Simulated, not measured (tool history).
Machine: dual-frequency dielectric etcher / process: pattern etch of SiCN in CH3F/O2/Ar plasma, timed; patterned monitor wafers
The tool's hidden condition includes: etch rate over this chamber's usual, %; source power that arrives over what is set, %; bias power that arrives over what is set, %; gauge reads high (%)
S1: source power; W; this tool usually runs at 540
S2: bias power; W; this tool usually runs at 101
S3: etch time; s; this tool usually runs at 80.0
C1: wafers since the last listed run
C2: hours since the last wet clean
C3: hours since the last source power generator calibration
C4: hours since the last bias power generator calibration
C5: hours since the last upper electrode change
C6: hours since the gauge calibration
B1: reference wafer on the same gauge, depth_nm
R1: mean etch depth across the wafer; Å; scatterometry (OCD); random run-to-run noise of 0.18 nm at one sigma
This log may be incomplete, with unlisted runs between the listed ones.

{"run": 1, "hour": 0.0, "S1": 540, "S2": 101, "S3": 80.0, "C1": 0, "C2": 355.2, "C3": 3785.3, "C4": 3298.5, "C5": 4399.3, "C6": 1600.1, "B1": 32.64, "R1": 385.5}
{"run": 2, "hour": 45.4, "S1": 540, "S2": 101, "S3": 80.0, "C1": 339, "C2": 400.6, "C3": 3830.7, "C4": 3343.9, "C5": 4444.7, "C6": 1645.5, "B1": 32.61, "R1": 388.0}
{"run": 3, "hour": 105.2, "S1": 540, "S2": 101, "S3": 80.0, "C1": 447, "C2": 460.4, "C3": 3890.5, "C4": 3403.7, "C5": 4504.5, "C6": 1705.3, "B1": 32.65, "R1": 387.3}
{"hour": 123.4, "done": "bias power generator calibrated"}
{"hour": 137.5, "done": "gauge calibrated"}
{"run": 4, "hour": 148.9, "S1": 540, "S2": 101, "S3": 80.0, "C1": 296, "C2": 504.1, "C3": 3934.2, "C4": 25.5, "C5": 4548.2, "C6": 11.4, "B1": 32.61, "R1": 388.4}
{"run": 5, "hour": 173.0, "S1": 460, "S2": 101, "S3": 80.0, "C1": 180, "C2": 528.2, "C3": 3958.3, "C4": 49.6, "C5": 4572.3, "C6": 35.5, "B1": 32.59, "R1": 357.0}
{"run": 6, "hour": 217.4, "S1": 640, "S2": 101, "S3": 66.5, "C1": 332, "C2": 572.6, "C3": 4002.7, "C4": 94.0, "C5": 4616.7, "C6": 79.9, "B1": 32.64, "R1": 349.5}
{"hour": 303.7, "done": "wet clean of the chamber"}
{"run": 7, "hour": 304.2, "S1": 640, "S2": 101, "S3": 66.5, "C1": 469, "C2": 0.5, "C3": 4089.5, "C4": 180.8, "C5": 4703.5, "C6": 166.7, "B1": 32.62, "R1": 342.2}
{"run": 8, "hour": 358.8, "S1": 640, "S2": 101, "S3": 66.5, "C1": 408, "C2": 55.1, "C3": 4144.1, "C4": 235.4, "C5": 4758.1, "C6": 221.3, "B1": 32.55, "R1": 341.1}
{"run": 9, "hour": 408.1, "S1": 540, "S2": 101, "S3": 80.0, "C1": 368, "C2": 104.4, "C3": 4193.4, "C4": 284.7, "C5": 4807.4, "C6": 270.6, "B1": 32.65, "R1": 383.7}
{"run": 10, "hour": 451.5, "S1": 450, "S2": 101, "S3": 80.0, "C1": 324, "C2": 147.8, "C3": 4236.8, "C4": 328.1, "C5": 4850.8, "C6": 314.0, "B1": 32.57, "R1": 346.3}
{"run": 11, "hour": 512.7, "S1": 540, "S2": 101, "S3": 80.0, "C1": 457, "C2": 209.0, "C3": 4298.0, "C4": 389.3, "C5": 4912.0, "C6": 375.2, "B1": 32.65, "R1": 386.6}
{"run": 12, "hour": 541.5, "S1": 540, "S2": 101, "S3": 80.0, "C1": 215, "C2": 237.8, "C3": 4326.8, "C4": 418.1, "C5": 4940.8, "C6": 404.0, "B1": 32.56, "R1": 387.6}
{"run": 13, "hour": 607.2, "S1": 540, "S2": 110, "S3": 80.0, "C1": 491, "C2": 303.5, "C3": 4392.5, "C4": 483.8, "C5": 5006.5, "C6": 469.7, "B1": 32.61, "R1": 396.5}
{"hour": 639.1, "done": "source power generator calibrated"}
{"run": 14, "hour": 639.6, "S1": 420, "S2": 101, "S3": 66.0, "C1": 212, "C2": 335.9, "C3": 0.5, "C4": 516.2, "C5": 5038.9, "C6": 502.1, "B1": 32.56, "R1": 277.9}
{"run": 15, "hour": 706.6, "S1": 430, "S2": 89, "S3": 91.0, "C1": 501, "C2": 402.9, "C3": 67.5, "C4": 583.2, "C5": 5105.9, "C6": 569.1, "B1": 32.57, "R1": 375.7}
{"hour": 757.9, "done": "upper electrode replaced"}
{"run": 16, "hour": 758.4, "S1": 540, "S2": 123, "S3": 80.0, "C1": 207, "C2": 454.7, "C3": 119.3, "C4": 635.0, "C5": 0.5, "C6": 620.9, "B1": 32.62, "R1": 411.2}
{"run": 17, "hour": 785.9, "S1": 540, "S2": 101, "S3": 87.5, "C1": 205, "C2": 482.2, "C3": 146.8, "C4": 662.5, "C5": 28.0, "C6": 648.4, "B1": 32.59, "R1": 423.2}
{"run": 18, "hour": 837.4, "S1": 660, "S2": 101, "S3": 100.0, "C1": 385, "C2": 533.7, "C3": 198.3, "C4": 714.0, "C5": 79.5, "C6": 699.9, "B1": 32.63, "R1": 534.7}
{"run": 19, "hour": 897.1, "S1": 540, "S2": 114, "S3": 80.0, "C1": 446, "C2": 593.4, "C3": 258.0, "C4": 773.7, "C5": 139.2, "C6": 759.6, "B1": 32.62, "R1": 404.6}
{"hour": 958.8, "done": "wet clean of the chamber"}
{"run": 20, "hour": 959.3, "S1": 540, "S2": 101, "S3": 80.0, "C1": 285, "C2": 0.5, "C3": 320.2, "C4": 835.9, "C5": 201.4, "C6": 821.8, "B1": 32.62, "R1": 381.6}
{"run": 21, "hour": 968.5, "S1": 420, "S2": 119, "S3": 72.5, "C1": 68, "C2": 9.7, "C3": 329.4, "C4": 845.1, "C5": 210.6, "C6": 831.0, "B1": 32.64, "R1": 321.0}
{"run": 22, "hour": 997.5, "S1": 540, "S2": 79, "S3": 96.0, "C1": 216, "C2": 38.7, "C3": 358.4, "C4": 874.1, "C5": 239.6, "C6": 860.0, "B1": 32.63, "R1": 424.0}
{"run": 23, "hour": 1027.0, "S1": 540, "S2": 83, "S3": 68.5, "C1": 220, "C2": 68.2, "C3": 387.9, "C4": 903.6, "C5": 269.1, "C6": 889.5, "B1": 32.7, "R1": 310.0}
{"run": 24, "hour": 1062.1, "S1": 640, "S2": 101, "S3": 80.0, "C1": 262, "C2": 103.3, "C3": 423.0, "C4": 938.7, "C5": 304.2, "C6": 924.6, "B1": 32.64, "R1": 414.5}
{"run": 25, "hour": 1148.2, "S1": 460, "S2": 101, "S3": 80.0, "C1": 643, "C2": 189.4, "C3": 509.1, "C4": 1024.8, "C5": 390.3, "C6": 1010.7, "B1": 32.66, "R1": 354.4}
{"run": 26, "hour": 1173.1, "S1": 640, "S2": 117, "S3": 72.5, "C1": 186, "C2": 214.3, "C3": 534.0, "C4": 1049.7, "C5": 415.2, "C6": 1035.6, "B1": 32.58, "R1": 392.8}
{"run": 27, "hour": 1228.1, "S1": 640, "S2": 101, "S3": 80.0, "C1": 411, "C2": 269.3, "C3": 589.0, "C4": 1104.7, "C5": 470.2, "C6": 1090.6, "B1": 32.6, "R1": 418.4}

Run 28 comes next. What will it give?
{"run": 28, "hour": 1260.4, "S1": 670, "S2": 101, "S3": 80.0, "C1": 241, "C2": 301.6, "C3": 621.3, "C4": 1137.0, "C5": 502.5, "C6": 1122.9, "B1": "?", "R1": "?"}

Run 28 gave B1 32.61, R1 431.9 Å.
Were there no unlogged condition in the tool, this run, its random variation unchanged, would have produced R1 426.1 Å.
